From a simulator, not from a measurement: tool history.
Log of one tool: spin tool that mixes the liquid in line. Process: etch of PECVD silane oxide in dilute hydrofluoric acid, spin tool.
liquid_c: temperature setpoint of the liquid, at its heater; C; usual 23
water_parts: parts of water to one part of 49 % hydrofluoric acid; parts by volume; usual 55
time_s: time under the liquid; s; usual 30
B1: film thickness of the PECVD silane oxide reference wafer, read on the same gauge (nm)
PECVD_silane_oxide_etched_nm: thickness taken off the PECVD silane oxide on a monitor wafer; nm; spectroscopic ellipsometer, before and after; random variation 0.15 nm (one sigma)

{"run": 1, "hour": 0.0, "liquid_c": 21.5, "water_parts": 35, "time_s": 30, "B1": 80.01, "PECVD_silane_oxide_etched_nm": 41.69}
{"run": 2, "hour": 34.5, "liquid_c": 23, "water_parts": 55, "time_s": 30, "B1": 80.01, "PECVD_silane_oxide_etched_nm": 27.88}
{"run": 3, "hour": 239.3, "liquid_c": 23, "water_parts": 55, "time_s": 30, "B1": 80.02, "PECVD_silane_oxide_etched_nm": 27.35}
{"hour": 257.4, "done": "hydrofluoric acid flow meter replaced"}
{"run": 4, "hour": 301.8, "liquid_c": 23, "water_parts": 55, "time_s": 30, "B1": 80, "PECVD_silane_oxide_etched_nm": 27.91}
{"run": 5, "hour": 328.8, "liquid_c": 23, "water_parts": 55, "time_s": 30, "B1": 79.98, "PECVD_silane_oxide_etched_nm": 28.19}
{"run": 6, "hour": 378.4, "liquid_c": 23, "water_parts": 55, "time_s": 30, "B1": 80.02, "PECVD_silane_oxide_etched_nm": 27.57}
{"run": 7, "hour": 421.2, "liquid_c": 23, "water_parts": 55, "time_s": 30, "B1": 80.01, "PECVD_silane_oxide_etched_nm": 28.13}
{"run": 8, "hour": 472.2, "liquid_c": 23, "water_parts": 55, "time_s": 30, "B1": 80.02, "PECVD_silane_oxide_etched_nm": 28.11}
{"run": 9, "hour": 503.2, "liquid_c": 23, "water_parts": 55, "time_s": 30, "B1": 80.01, "PECVD_silane_oxide_etched_nm": 28.07}
{"run": 10, "hour": 574.2, "liquid_c": 23, "water_parts": 75, "time_s": 30, "B1": 80.03, "PECVD_silane_oxide_etched_nm": 20.09}
{"run": 11, "hour": 621.4, "liquid_c": 21.5, "water_parts": 55, "time_s": 20, "B1": 80.01, "PECVD_silane_oxide_etched_nm": 17.48}
{"run": 12, "hour": 661.8, "liquid_c": 23, "water_parts": 80, "time_s": 30, "B1": 80, "PECVD_silane_oxide_etched_nm": 18.79}
{"run": 13, "hour": 695.0, "liquid_c": 25, "water_parts": 25, "time_s": 15, "B1": 80.01, "PECVD_silane_oxide_etched_nm": 35.12}
{"run": 14, "hour": 752.7, "liquid_c": 23, "water_parts": 55, "time_s": 30, "B1": 80, "PECVD_silane_oxide_etched_nm": 28.38}
{"run": 15, "hour": 808.7, "liquid_c": 23, "water_parts": 55, "time_s": 30, "B1": 80.01, "PECVD_silane_oxide_etched_nm": 28.19}
{"run": 16, "hour": 876.7, "liquid_c": 23, "water_parts": 40, "time_s": 15, "B1": 80.02, "PECVD_silane_oxide_etched_nm": 19.75}
{"hour": 887.4, "done": "gauge calibrated"}
{"run": 17, "hour": 942.5, "liquid_c": 23, "water_parts": 40, "time_s": 50, "B1": 80.02, "PECVD_silane_oxide_etched_nm": 66.25}
{"hour": 984.7, "done": "thermometer replaced"}
{"run": 18, "hour": 988.1, "liquid_c": 24.5, "water_parts": 55, "time_s": 30, "B1": 79.99, "PECVD_silane_oxide_etched_nm": 28.19}
{"run": 19, "hour": 1056.4, "liquid_c": 23, "water_parts": 40, "time_s": 30, "B1": 79.98, "PECVD_silane_oxide_etched_nm": 37.41}
{"run": 20, "hour": 1092.8, "liquid_c": 24.5, "water_parts": 55, "time_s": 30, "B1": 80, "PECVD_silane_oxide_etched_nm": 28.55}
{"hour": 1124.4, "done": "hydrofluoric acid flow meter replaced"}
{"run": 21, "hour": 1137.4, "liquid_c": 23, "water_parts": 70, "time_s": 30, "B1": 80.01, "PECVD_silane_oxide_etched_nm": 20.73}
{"run": 22, "hour": 1184.1, "liquid_c": 26, "water_parts": 75, "time_s": 40, "B1": 80.02, "PECVD_silane_oxide_etched_nm": 28.85}
{"run": 23, "hour": 1236.4, "liquid_c": 24.5, "water_parts": 45, "time_s": 30, "B1": 79.98, "PECVD_silane_oxide_etched_nm": 35.99}
{"run": 24, "hour": 1280.1, "liquid_c": 23, "water_parts": 55, "time_s": 30, "B1": 79.99, "PECVD_silane_oxide_etched_nm": 26.85}
{"run": 25, "hour": 1321.6, "liquid_c": 23, "water_parts": 55, "time_s": 30, "B1": 79.99, "PECVD_silane_oxide_etched_nm": 26.95}
{"run": 26, "hour": 1373.6, "liquid_c": 23, "water_parts": 35, "time_s": 30, "B1": 79.98, "PECVD_silane_oxide_etched_nm": 43.73}
{"run": 27, "hour": 1430.2, "liquid_c": 18.5, "water_parts": 55, "time_s": 45, "B1": 80, "PECVD_silane_oxide_etched_nm": 33.66}
{"run": 28, "hour": 1481.9, "liquid_c": 23, "water_parts": 55, "time_s": 15, "B1": 80.03, "PECVD_silane_oxide_etched_nm": 13.61}
{"run": 29, "hour": 1515.2, "liquid_c": 23, "water_parts": 65, "time_s": 30, "B1": 79.99, "PECVD_silane_oxide_etched_nm": 22.77}
{"run": 30, "hour": 1569.0, "liquid_c": 23, "water_parts": 70, "time_s": 15, "B1": 79.99, "PECVD_silane_oxide_etched_nm": 10.48}
{"run": 31, "hour": 1598.4, "liquid_c": 27, "water_parts": 55, "time_s": 30, "B1": 80.01, "PECVD_silane_oxide_etched_nm": 32.17}
{"run": 32, "hour": 1654.3, "liquid_c": 21, "water_parts": 45, "time_s": 40, "B1": 79.99, "PECVD_silane_oxide_etched_nm": 41.7}

5 ways to go on from here, each from the tool as it stands after run 32. What would each give?
{"run": "A", "hour": 1654.7, "liquid_c": 23, "water_parts": 55, "time_s": 40, "B1": "?", "PECVD_silane_oxide_etched_nm": "?"}
{"run": "B", "hour": 1654.7, "liquid_c": 20.5, "water_parts": 55, "time_s": 30, "B1": "?", "PECVD_silane_oxide_etched_nm": "?"}
{"run": "C", "hour": 1654.7, "liquid_c": 18, "water_parts": 70, "time_s": 15, "B1": "?", "PECVD_silane_oxide_etched_nm": "?"}
{"run": "D", "hour": 1654.7, "liquid_c": 23, "water_parts": 55, "time_s": 25, "B1": "?", "PECVD_silane_oxide_etched_nm": "?"}
{"run": "E", "hour": 1654.7, "liquid_c": 21, "water_parts": 35, "time_s": 45, "B1": "?", "PECVD_silane_oxide_etched_nm": "?"}

run=A B1=80.01 PECVD_silane_oxide_etched_nm=36.5
run=B B1=80.01 PECVD_silane_oxide_etched_nm=24.67
run=C B1=80.01 PECVD_silane_oxide_etched_nm=8.57
run=D B1=80.01 PECVD_silane_oxide_etched_nm=22.81
run=E B1=80.01 PECVD_silane_oxide_etched_nm=60.9
Without the tool's hidden state the same runs would have given:
run=A PECVD_silane_oxide_etched_nm=35.56
run=B PECVD_silane_oxide_etched_nm=24.03
run=C PECVD_silane_oxide_etched_nm=8.34
run=D PECVD_silane_oxide_etched_nm=22.23
run=E PECVD_silane_oxide_etched_nm=59.29

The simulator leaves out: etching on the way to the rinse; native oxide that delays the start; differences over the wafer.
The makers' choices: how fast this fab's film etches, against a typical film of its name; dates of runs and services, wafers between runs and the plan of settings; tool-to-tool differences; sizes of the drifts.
